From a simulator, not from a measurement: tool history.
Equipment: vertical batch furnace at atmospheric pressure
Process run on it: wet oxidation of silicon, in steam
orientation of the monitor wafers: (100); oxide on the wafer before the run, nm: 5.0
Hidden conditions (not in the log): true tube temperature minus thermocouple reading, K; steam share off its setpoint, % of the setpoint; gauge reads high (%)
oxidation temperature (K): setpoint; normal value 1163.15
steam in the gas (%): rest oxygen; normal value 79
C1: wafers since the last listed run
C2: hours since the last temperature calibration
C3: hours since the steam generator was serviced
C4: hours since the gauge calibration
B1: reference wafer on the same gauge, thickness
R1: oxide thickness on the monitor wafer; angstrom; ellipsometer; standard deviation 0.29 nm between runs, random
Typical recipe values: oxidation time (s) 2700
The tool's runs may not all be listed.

run 1 hour=0.0 | oxidation_temperature_(K)=1172.15 oxidation_time_(s)=2700 steam_in_the_gas_(%)=79 | C1=0 C2=3588.6 C3=1561.7 C4=1067.8 | B1=76.02 | R1=1087.1
run 2 hour=41.3 | oxidation_temperature_(K)=1172.15 oxidation_time_(s)=2700 steam_in_the_gas_(%)=79 | C1=438 C2=3629.9 C3=1603.0 C4=1109.1 | B1=75.99 | R1=1080.9
run 3 hour=136.0 | oxidation_temperature_(K)=1172.15 oxidation_time_(s)=2700 steam_in_the_gas_(%)=79 | C1=1004 C2=3724.6 C3=1697.7 C4=1203.8 | B1=75.78 | R1=1079.3
run 4 hour=204.5 | oxidation_temperature_(K)=1163.15 oxidation_time_(s)=3300 steam_in_the_gas_(%)=71 | C1=726 C2=3793.1 C3=1766.2 C4=1272.3 | B1=75.90 | R1=1033.6
-- hour=233.1 gauge calibrated
run 5 hour=277.7 | oxidation_temperature_(K)=1163.15 oxidation_time_(s)=3300 steam_in_the_gas_(%)=71 | C1=776 C2=3866.3 C3=1839.4 C4=44.6 | B1=75.86 | R1=1031.4
run 6 hour=358.1 | oxidation_temperature_(K)=1163.15 oxidation_time_(s)=3180 steam_in_the_gas_(%)=79 | C1=853 C2=3946.7 C3=1919.8 C4=125.0 | B1=75.85 | R1=1093.1
run 7 hour=446.3 | oxidation_temperature_(K)=1163.15 oxidation_time_(s)=3180 steam_in_the_gas_(%)=79 | C1=935 C2=4034.9 C3=2008.0 C4=213.2 | B1=75.93 | R1=1093.3
run 8 hour=486.6 | oxidation_temperature_(K)=1163.15 oxidation_time_(s)=3180 steam_in_the_gas_(%)=79 | C1=427 C2=4075.2 C3=2048.3 C4=253.5 | B1=75.86 | R1=1094.8
run 9 hour=531.7 | oxidation_temperature_(K)=1163.15 oxidation_time_(s)=2700 steam_in_the_gas_(%)=71 | C1=478 C2=4120.3 C3=2093.4 C4=298.6 | B1=75.86 | R1=860.1
run 10 hour=574.5 | oxidation_temperature_(K)=1163.15 oxidation_time_(s)=2700 steam_in_the_gas_(%)=71 | C1=454 C2=4163.1 C3=2136.2 C4=341.4 | B1=75.87 | R1=862.0
run 11 hour=651.2 | oxidation_temperature_(K)=1147.15 oxidation_time_(s)=2700 steam_in_the_gas_(%)=79 | C1=813 C2=4239.8 C3=2212.9 C4=418.1 | B1=75.94 | R1=741.2
-- hour=746.7 thermocouples replaced and temperature profile calibrated
run 12 hour=747.2 | oxidation_temperature_(K)=1147.15 oxidation_time_(s)=2700 steam_in_the_gas_(%)=79 | C1=764 C2=0.5 C3=2308.9 C4=514.1 | B1=75.98 | R1=746.3
run 13 hour=792.1 | oxidation_temperature_(K)=1163.15 oxidation_time_(s)=2700 steam_in_the_gas_(%)=79 | C1=476 C2=45.4 C3=2353.8 C4=559.0 | B1=75.77 | R1=943.8
run 14 hour=849.2 | oxidation_temperature_(K)=1163.15 oxidation_time_(s)=2700 steam_in_the_gas_(%)=79 | C1=605 C2=102.5 C3=2410.9 C4=616.1 | B1=75.91 | R1=945.6
run 15 hour=892.9 | oxidation_temperature_(K)=1163.15 oxidation_time_(s)=2700 steam_in_the_gas_(%)=79 | C1=463 C2=146.2 C3=2454.6 C4=659.8 | B1=75.77 | R1=951.0
run 16 hour=949.8 | oxidation_temperature_(K)=1163.15 oxidation_time_(s)=2700 steam_in_the_gas_(%)=79 | C1=603 C2=203.1 C3=2511.5 C4=716.7 | B1=75.96 | R1=948.3
run 17 hour=989.7 | oxidation_temperature_(K)=1147.15 oxidation_time_(s)=3210 steam_in_the_gas_(%)=68 | C1=423 C2=243.0 C3=2551.4 C4=756.6 | B1=75.83 | R1=757.2
run 18 hour=1088.0 | oxidation_temperature_(K)=1163.15 oxidation_time_(s)=2700 steam_in_the_gas_(%)=79 | C1=1043 C2=341.3 C3=2649.7 C4=854.9 | B1=75.95 | R1=947.9
run 19 hour=1148.7 | oxidation_temperature_(K)=1163.15 oxidation_time_(s)=3120 steam_in_the_gas_(%)=73 | C1=644 C2=402.0 C3=2710.4 C4=915.6 | B1=75.93 | R1=999.4
run 20 hour=1240.2 | oxidation_temperature_(K)=1143.15 oxidation_time_(s)=2340 steam_in_the_gas_(%)=74 | C1=970 C2=493.5 C3=2801.9 C4=1007.1 | B1=75.98 | R1=580.8
run 21 hour=1297.2 | oxidation_temperature_(K)=1163.15 oxidation_time_(s)=2700 steam_in_the_gas_(%)=79 | C1=604 C2=550.5 C3=2858.9 C4=1064.1 | B1=75.75 | R1=945.8
run 22 hour=1567.0 | oxidation_temperature_(K)=1163.15 oxidation_time_(s)=3420 steam_in_the_gas_(%)=79 | C1=2863 C2=820.3 C3=3128.7 C4=1333.9 | B1=75.89 | R1=1171.0
-- hour=1622.9 steam generator serviced
run 23 hour=1661.3 | oxidation_temperature_(K)=1163.15 oxidation_time_(s)=1470 steam_in_the_gas_(%)=79 | C1=745 C2=914.6 C3=38.4 C4=1428.2 | B1=75.83 | R1=558.4
-- hour=1714.8 gauge calibrated
run 24 hour=1766.7 | oxidation_temperature_(K)=1172.15 oxidation_time_(s)=2700 steam_in_the_gas_(%)=79 | C1=1118 C2=1020.0 C3=143.8 C4=51.9 | B1=76.02 | R1=1089.3
run 25 hour=1803.1 | oxidation_temperature_(K)=1171.15 oxidation_time_(s)=2700 steam_in_the_gas_(%)=79 | C1=386 C2=1056.4 C3=180.2 C4=88.3 | B1=75.86 | R1=1067.0
run 26 hour=1898.4 | oxidation_temperature_(K)=1163.15 oxidation_time_(s)=2700 steam_in_the_gas_(%)=79 | C1=1011 C2=1151.7 C3=275.5 C4=183.6 | B1=75.99 | R1=946.0
run 27 hour=1943.9 | oxidation_temperature_(K)=1141.15 oxidation_time_(s)=2700 steam_in_the_gas_(%)=79 | C1=482 C2=1197.2 C3=321.0 C4=229.1 | B1=75.79 | R1=677.4
run 28 hour=2037.9 | oxidation_temperature_(K)=1147.15 oxidation_time_(s)=1530 steam_in_the_gas_(%)=70 | C1=997 C2=1291.2 C3=415.0 C4=323.1 | B1=75.80 | R1=407.6
run 29 hour=2109.9 | oxidation_temperature_(K)=1185.15 oxidation_time_(s)=2700 steam_in_the_gas_(%)=90 | C1=764 C2=1363.2 C3=487.0 C4=395.1 | B1=75.96 | R1=1443.5
run 30 hour=2187.7 | oxidation_temperature_(K)=1146.15 oxidation_time_(s)=2010 steam_in_the_gas_(%)=86 | C1=825 C2=1441.0 C3=564.8 C4=472.9 | B1=75.93 | R1=604.8

3 ways to go on from here, each from the tool as it stands after run 30. What would each give?
run A hour=2191.7 | oxidation_temperature_(K)=1163.15 oxidation_time_(s)=2700 steam_in_the_gas_(%)=79 | C1=42 C2=1445.0 C3=568.8 C4=476.9 | B1=? | R1=?
run B hour=2191.7 | oxidation_temperature_(K)=1149.15 oxidation_time_(s)=2700 steam_in_the_gas_(%)=84 | C1=42 C2=1445.0 C3=568.8 C4=476.9 | B1=? | R1=?
run C hour=2191.7 | oxidation_temperature_(K)=1153.15 oxidation_time_(s)=2700 steam_in_the_gas_(%)=79 | C1=42 C2=1445.0 C3=568.8 C4=476.9 | B1=? | R1=?

run=A B1=75.97 R1=946.0
run=B B1=75.97 R1=806.7
run=C B1=75.97 R1=812.6
Stripped of hidden state, with their random variation kept, the same runs would have yielded:
run=A R1=946.0
run=B R1=806.7
run=C R1=812.6
